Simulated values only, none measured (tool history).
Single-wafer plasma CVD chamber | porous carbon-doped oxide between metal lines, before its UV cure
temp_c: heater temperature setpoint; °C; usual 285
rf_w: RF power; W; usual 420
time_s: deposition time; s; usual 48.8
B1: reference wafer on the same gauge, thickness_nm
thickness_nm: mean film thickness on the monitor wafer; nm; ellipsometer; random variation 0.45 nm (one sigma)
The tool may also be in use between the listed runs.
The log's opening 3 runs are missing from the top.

Run 4, hour 39: usual settings but rf_w 455 W; B1 232.989. Result: thickness_nm 265.17 nm.
Run 5, hour 52.2: usual settings; B1 233.005. Result: thickness_nm 245.438 nm.
Run 6, hour 65.3: usual settings; B1 232.941. Result: thickness_nm 245.326 nm.
Run 7, hour 71.8: usual settings; B1 232.954. Result: thickness_nm 245.382 nm.
Run 8, hour 80.6: usual settings; B1 233.082. Result: thickness_nm 244.828 nm.
Run 9, hour 92: usual settings; B1 232.981. Result: thickness_nm 244.489 nm.
Run 10, hour 109.9: usual settings; B1 233.074. Result: thickness_nm 245.727 nm.
At hour 120.3: showerhead replaced.
At hour 120.8: thermocouple changed; heater temperature recalibrated.
Run 11, hour 121.8: usual settings but temp_c 278 °C; B1 232.978. Result: thickness_nm 249.341 nm.
Run 12, hour 129.8: usual settings but temp_c 278 °C; B1 233.088. Result: thickness_nm 249.299 nm.
Run 13, hour 152.7: usual settings but rf_w 375 W; B1 233.031. Result: thickness_nm 210.958 nm.
Run 14, hour 167: usual settings; B1 232.911. Result: thickness_nm 236.504 nm.
Run 15, hour 177: usual settings but temp_c 277 °C, rf_w 340 W, time_s 56.3 s; B1 233.07. Result: thickness_nm 231.243 nm.
At hour 184.5: gauge calibrated.
Run 16, hour 194.4: usual settings but temp_c 298 °C; B1 232.986. Result: thickness_nm 216.302 nm.

Forecast run 17:
Run 17, hour 211.7: usual settings but rf_w 355 W; B1 ?. Result: thickness_nm ?.

Logged for run 17: B1 232.945, thickness_nm 199.257 nm.
With no hidden state in the tool, this same run would have given thickness_nm 206.905 nm.
